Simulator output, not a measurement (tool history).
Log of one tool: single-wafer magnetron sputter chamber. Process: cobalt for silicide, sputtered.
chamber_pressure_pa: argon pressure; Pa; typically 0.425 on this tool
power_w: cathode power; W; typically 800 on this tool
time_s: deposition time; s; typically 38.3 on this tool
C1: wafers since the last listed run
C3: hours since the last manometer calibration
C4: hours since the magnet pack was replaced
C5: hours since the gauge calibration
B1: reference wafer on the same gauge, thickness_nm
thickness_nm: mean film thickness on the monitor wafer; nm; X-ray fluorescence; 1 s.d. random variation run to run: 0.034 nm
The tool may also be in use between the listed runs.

run 1 hour=0.0 | chamber_pressure_pa=0.425 power_w=800 time_s=38.3 | C1=0 wafers_on_the_sputter_target=311 C3=1097.0 C4=2599.5 C5=2363.5 | B1=19.010 | thickness_nm=15.885
run 2 hour=104.3 | chamber_pressure_pa=0.425 power_w=800 time_s=38.3 | C1=1840 wafers_on_the_sputter_target=2151 C3=1201.3 C4=2703.8 C5=2467.8 | B1=18.998 | thickness_nm=15.784
run 3 hour=204.3 | chamber_pressure_pa=0.425 power_w=800 time_s=41.0 | C1=1764 wafers_on_the_sputter_target=3916 C3=1301.3 C4=2803.8 C5=2567.8 | B1=18.995 | thickness_nm=16.885
run 4 hour=259.5 | chamber_pressure_pa=0.305 power_w=800 time_s=38.3 | C1=973 wafers_on_the_sputter_target=4890 C3=1356.5 C4=2859.0 C5=2623.0 | B1=18.983 | thickness_nm=16.601
run 5 hour=311.1 | chamber_pressure_pa=0.305 power_w=800 time_s=38.3 | C1=910 wafers_on_the_sputter_target=5800 C3=1408.1 C4=2910.6 C5=2674.6 | B1=18.987 | thickness_nm=16.607
run 6 hour=397.5 | chamber_pressure_pa=0.305 power_w=800 time_s=38.3 | C1=1524 wafers_on_the_sputter_target=7324 C3=1494.5 C4=2997.0 C5=2761.0 | B1=19.000 | thickness_nm=16.554
run 7 hour=481.5 | chamber_pressure_pa=0.425 power_w=800 time_s=38.3 | C1=1482 wafers_on_the_sputter_target=8807 C3=1578.5 C4=3081.0 C5=2845.0 | B1=19.012 | thickness_nm=15.569
run 8 hour=536.3 | chamber_pressure_pa=0.537 power_w=800 time_s=44.0 | C1=966 wafers_on_the_sputter_target=9773 C3=1633.3 C4=3135.8 C5=2899.8 | B1=18.986 | thickness_nm=16.997
run 9 hour=612.4 | chamber_pressure_pa=0.537 power_w=800 time_s=44.0 | C1=1342 wafers_on_the_sputter_target=11116 C3=1709.4 C4=3211.9 C5=2975.9 | B1=18.994 | thickness_nm=16.894
-- hour=615.4 gauge calibrated
run 10 hour=653.8 | chamber_pressure_pa=0.425 power_w=800 time_s=38.3 | C1=730 wafers_on_the_sputter_target=11847 C3=1750.8 C4=3253.3 C5=38.4 | B1=19.007 | thickness_nm=15.537
run 11 hour=718.7 | chamber_pressure_pa=0.425 power_w=800 time_s=38.3 | C1=1145 wafers_on_the_sputter_target=12992 C3=1815.7 C4=3318.2 C5=103.3 | B1=19.007 | thickness_nm=15.486
-- hour=757.2 sputter target and shields replaced
run 12 hour=821.5 | chamber_pressure_pa=0.305 power_w=800 time_s=38.3 | C1=1672 wafers_on_the_sputter_target=1134 C3=1918.5 C4=3421.0 C5=206.1 | B1=18.996 | thickness_nm=16.659
-- hour=937.1 capacitance manometer re-zeroed and calibrated
run 13 hour=1114.5 | chamber_pressure_pa=0.483 power_w=650 time_s=38.3 | C1=5028 wafers_on_the_sputter_target=6162 C3=177.4 C4=3714.0 C5=499.1 | B1=18.993 | thickness_nm=12.460
run 14 hour=1195.4 | chamber_pressure_pa=0.425 power_w=600 time_s=30.8 | C1=1427 wafers_on_the_sputter_target=7590 C3=258.3 C4=3794.9 C5=580.0 | B1=19.001 | thickness_nm=9.562
run 15 hour=1271.6 | chamber_pressure_pa=0.425 power_w=950 time_s=34.3 | C1=1344 wafers_on_the_sputter_target=8934 C3=334.5 C4=3871.1 C5=656.2 | B1=19.011 | thickness_nm=16.385
run 16 hour=1352.9 | chamber_pressure_pa=0.334 power_w=950 time_s=41.9 | C1=1434 wafers_on_the_sputter_target=10369 C3=415.8 C4=3952.4 C5=737.5 | B1=19.012 | thickness_nm=20.828
run 17 hour=1395.6 | chamber_pressure_pa=0.309 power_w=950 time_s=45.9 | C1=753 wafers_on_the_sputter_target=11122 C3=458.5 C4=3995.1 C5=780.2 | B1=18.997 | thickness_nm=23.112
run 18 hour=1457.7 | chamber_pressure_pa=0.425 power_w=800 time_s=45.4 | C1=1095 wafers_on_the_sputter_target=12218 C3=520.6 C4=4057.2 C5=842.3 | B1=19.002 | thickness_nm=18.252
run 19 hour=1540.5 | chamber_pressure_pa=0.540 power_w=700 time_s=45.3 | C1=1460 wafers_on_the_sputter_target=13679 C3=603.4 C4=4140.0 C5=925.1 | B1=19.022 | thickness_nm=15.217
-- hour=1554.9 sputter target and shields replaced
-- hour=1575.5 magnet pack replaced
run 20 hour=1602.8 | chamber_pressure_pa=0.303 power_w=800 time_s=36.0 | C1=816 wafers_on_the_sputter_target=703 C3=665.7 C4=27.3 C5=987.4 | B1=19.001 | thickness_nm=15.696
run 21 hour=1769.4 | chamber_pressure_pa=0.257 power_w=950 time_s=43.4 | C1=2939 wafers_on_the_sputter_target=3643 C3=832.3 C4=193.9 C5=1154.0 | B1=19.007 | thickness_nm=22.774
run 22 hour=1925.8 | chamber_pressure_pa=0.425 power_w=800 time_s=38.3 | C1=2759 wafers_on_the_sputter_target=6402 C3=988.7 C4=350.3 C5=1310.4 | B1=18.989 | thickness_nm=15.590
run 23 hour=1999.3 | chamber_pressure_pa=0.425 power_w=950 time_s=32.3 | C1=1296 wafers_on_the_sputter_target=7699 C3=1062.2 C4=423.8 C5=1383.9 | B1=18.995 | thickness_nm=15.482
run 24 hour=2098.9 | chamber_pressure_pa=0.425 power_w=800 time_s=38.3 | C1=1757 wafers_on_the_sputter_target=9456 C3=1161.8 C4=523.4 C5=1483.5 | B1=18.999 | thickness_nm=15.491
run 25 hour=2165.1 | chamber_pressure_pa=0.425 power_w=800 time_s=38.3 | C1=1168 wafers_on_the_sputter_target=10624 C3=1228.0 C4=589.6 C5=1549.7 | B1=19.000 | thickness_nm=15.454
run 26 hour=2205.9 | chamber_pressure_pa=0.425 power_w=700 time_s=40.6 | C1=719 wafers_on_the_sputter_target=11344 C3=1268.8 C4=630.4 C5=1590.5 | B1=18.984 | thickness_nm=14.462
run 27 hour=2253.6 | chamber_pressure_pa=0.256 power_w=800 time_s=40.4 | C1=841 wafers_on_the_sputter_target=12186 C3=1316.5 C4=678.1 C5=1638.2 | B1=18.996 | thickness_nm=17.637
run 28 hour=2306.7 | chamber_pressure_pa=0.313 power_w=800 time_s=38.3 | C1=936 wafers_on_the_sputter_target=13123 C3=1369.6 C4=731.2 C5=1691.3 | B1=18.995 | thickness_nm=16.220
-- hour=2357.4 sputter target and shields replaced
run 29 hour=2359.6 | chamber_pressure_pa=0.425 power_w=750 time_s=38.3 | C1=792 wafers_on_the_sputter_target=38 C3=1422.5 C4=784.1 C5=1744.2 | B1=19.008 | thickness_nm=14.886
run 30 hour=2396.9 | chamber_pressure_pa=0.517 power_w=700 time_s=38.3 | C1=658 wafers_on_the_sputter_target=696 C3=1459.8 C4=821.4 C5=1781.5 | B1=19.005 | thickness_nm=13.422
run 31 hour=2447.2 | chamber_pressure_pa=0.425 power_w=700 time_s=40.6 | C1=887 wafers_on_the_sputter_target=1584 C3=1510.1 C4=871.7 C5=1831.8 | B1=19.003 | thickness_nm=14.767
run 32 hour=2492.8 | chamber_pressure_pa=0.547 power_w=750 time_s=44.4 | C1=804 wafers_on_the_sputter_target=2388 C3=1555.7 C4=917.3 C5=1877.4 | B1=19.011 | thickness_nm=16.268
run 33 hour=2587.1 | chamber_pressure_pa=0.334 power_w=650 time_s=41.1 | C1=1663 wafers_on_the_sputter_target=4052 C3=1650.0 C4=1011.6 C5=1971.7 | B1=19.022 | thickness_nm=14.552
run 34 hour=2670.0 | chamber_pressure_pa=0.425 power_w=800 time_s=42.1 | C1=1462 wafers_on_the_sputter_target=5515 C3=1732.9 C4=1094.5 C5=2054.6 | B1=18.994 | thickness_nm=17.287
run 35 hour=2775.7 | chamber_pressure_pa=0.593 power_w=750 time_s=38.3 | C1=1864 wafers_on_the_sputter_target=7380 C3=1838.6 C4=1200.2 C5=2160.3 | B1=19.001 | thickness_nm=13.643

What if the next run were any one of these 4? Each begins from the tool's condition after run 35:
run A hour=2776.1 | chamber_pressure_pa=0.425 power_w=800 time_s=33.5 | C1=7 wafers_on_the_sputter_target=7387 C3=1839.0 C4=1200.6 C5=2160.7 | B1=? | thickness_nm=?
run B hour=2776.1 | chamber_pressure_pa=0.542 power_w=950 time_s=38.3 | C1=7 wafers_on_the_sputter_target=7387 C3=1839.0 C4=1200.6 C5=2160.7 | B1=? | thickness_nm=?
run C hour=2776.1 | chamber_pressure_pa=0.472 power_w=800 time_s=41.0 | C1=7 wafers_on_the_sputter_target=7387 C3=1839.0 C4=1200.6 C5=2160.7 | B1=? | thickness_nm=?
run D hour=2776.1 | chamber_pressure_pa=0.268 power_w=650 time_s=32.8 | C1=7 wafers_on_the_sputter_target=7387 C3=1839.0 C4=1200.6 C5=2160.7 | B1=? | thickness_nm=?

run=A B1=19.013 thickness_nm=13.670
run=B B1=19.013 thickness_nm=17.415
run=C B1=19.013 thickness_nm=16.363
run=D B1=19.013 thickness_nm=11.877
Had the tool no hidden state, the same runs would have come out as:
run=A thickness_nm=13.871
run=B thickness_nm=17.670
run=C thickness_nm=16.603
run=D thickness_nm=12.051

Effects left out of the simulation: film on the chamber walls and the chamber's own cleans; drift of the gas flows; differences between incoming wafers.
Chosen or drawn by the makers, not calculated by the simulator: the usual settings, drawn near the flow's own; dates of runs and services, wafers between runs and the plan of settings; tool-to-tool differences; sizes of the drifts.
